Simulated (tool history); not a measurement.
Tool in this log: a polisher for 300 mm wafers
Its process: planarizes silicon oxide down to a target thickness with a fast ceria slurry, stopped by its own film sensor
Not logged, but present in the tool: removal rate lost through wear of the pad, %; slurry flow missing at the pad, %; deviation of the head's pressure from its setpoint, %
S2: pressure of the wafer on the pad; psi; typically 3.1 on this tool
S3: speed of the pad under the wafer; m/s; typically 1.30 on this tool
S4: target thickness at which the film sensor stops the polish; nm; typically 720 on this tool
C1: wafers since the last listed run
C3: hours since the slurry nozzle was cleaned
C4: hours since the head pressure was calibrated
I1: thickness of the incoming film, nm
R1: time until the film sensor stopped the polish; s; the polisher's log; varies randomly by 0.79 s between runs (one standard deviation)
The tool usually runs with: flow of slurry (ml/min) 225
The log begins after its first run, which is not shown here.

run 2 hour=18.2 | flow_of_slurry_(ml/min)=225 S2=3.1 S3=1.30 S4=720 | C1=124 wafers_polished_on_this_pad=1196 C3=33.2 C4=600.7 | I1=2025.3 | R1=56.1
run 3 hour=34.1 | flow_of_slurry_(ml/min)=225 S2=3.1 S3=1.30 S4=720 | C1=108 wafers_polished_on_this_pad=1305 C3=49.1 C4=616.6 | I1=2008.2 | R1=55.3
-- hour=76.5 worn pad replaced by a new one
run 4 hour=79.8 | flow_of_slurry_(ml/min)=225 S2=3.1 S3=1.30 S4=991 | C1=284 wafers_polished_on_this_pad=22 C3=94.8 C4=662.3 | I1=2032.7 | R1=42.2
run 5 hour=96.6 | flow_of_slurry_(ml/min)=225 S2=3.8 S3=1.30 S4=720 | C1=114 wafers_polished_on_this_pad=136 C3=111.6 C4=679.1 | I1=2062.3 | R1=46.5
run 6 hour=132.6 | flow_of_slurry_(ml/min)=225 S2=3.8 S3=1.30 S4=720 | C1=245 wafers_polished_on_this_pad=382 C3=147.6 C4=715.1 | I1=2005.0 | R1=44.4
run 7 hour=156.7 | flow_of_slurry_(ml/min)=225 S2=3.8 S3=1.30 S4=720 | C1=164 wafers_polished_on_this_pad=546 C3=171.7 C4=739.2 | I1=2059.6 | R1=48.9
run 8 hour=182.2 | flow_of_slurry_(ml/min)=225 S2=3.1 S3=1.30 S4=720 | C1=173 wafers_polished_on_this_pad=720 C3=197.2 C4=764.7 | I1=2033.7 | R1=54.5
run 9 hour=214.9 | flow_of_slurry_(ml/min)=225 S2=3.1 S3=1.30 S4=930 | C1=222 wafers_polished_on_this_pad=943 C3=229.9 C4=797.4 | I1=2035.0 | R1=48.4
run 10 hour=227.9 | flow_of_slurry_(ml/min)=225 S2=3.1 S3=1.30 S4=930 | C1=88 wafers_polished_on_this_pad=1032 C3=242.9 C4=810.4 | I1=2039.2 | R1=47.8
run 11 hour=254.7 | flow_of_slurry_(ml/min)=225 S2=3.1 S3=1.30 S4=720 | C1=182 wafers_polished_on_this_pad=1214 C3=269.7 C4=837.2 | I1=2026.3 | R1=56.1
run 12 hour=284.6 | flow_of_slurry_(ml/min)=225 S2=3.1 S3=1.30 S4=720 | C1=203 wafers_polished_on_this_pad=1418 C3=299.6 C4=867.1 | I1=2049.3 | R1=60.3
-- hour=291.3 head pressure recalibrated
run 13 hour=306.2 | flow_of_slurry_(ml/min)=225 S2=3.1 S3=1.30 S4=483 | C1=133 wafers_polished_on_this_pad=1552 C3=321.2 C4=14.9 | I1=2037.0 | R1=64.8
-- hour=319.7 worn pad replaced by a new one
run 14 hour=320.2 | flow_of_slurry_(ml/min)=225 S2=3.1 S3=1.30 S4=720 | C1=68 wafers_polished_on_this_pad=3 C3=335.2 C4=28.9 | I1=2044.0 | R1=49.1
run 15 hour=346.5 | flow_of_slurry_(ml/min)=225 S2=2.4 S3=1.16 S4=720 | C1=179 wafers_polished_on_this_pad=182 C3=361.5 C4=55.2 | I1=2028.2 | R1=64.6
run 16 hour=426.8 | flow_of_slurry_(ml/min)=225 S2=3.1 S3=1.44 S4=720 | C1=547 wafers_polished_on_this_pad=729 C3=441.8 C4=135.5 | I1=2011.2 | R1=45.8
run 17 hour=514.5 | flow_of_slurry_(ml/min)=225 S2=3.1 S3=1.30 S4=720 | C1=597 wafers_polished_on_this_pad=1327 C3=529.5 C4=223.2 | I1=2049.4 | R1=56.8
run 18 hour=548.5 | flow_of_slurry_(ml/min)=225 S2=3.1 S3=0.88 S4=720 | C1=231 wafers_polished_on_this_pad=1559 C3=563.5 C4=257.2 | I1=2032.0 | R1=82.0
run 19 hour=578.3 | flow_of_slurry_(ml/min)=165 S2=2.4 S3=1.30 S4=720 | C1=203 wafers_polished_on_this_pad=1762 C3=593.3 C4=287.0 | I1=2035.8 | R1=68.6

Run 20 is up next; what results do you expect?
-- hour=583.8 worn pad replaced by a new one
run 20 hour=603.5 | flow_of_slurry_(ml/min)=225 S2=3.1 S3=1.30 S4=720 | C1=144 wafers_polished_on_this_pad=134 C3=618.5 C4=312.2 | I1=2038.1 | R1=?

{"run 20": {"R1": 49.8}}
With the hidden condition absent and the run-to-run variation left alone, this run would have shown R1 47.5 s.
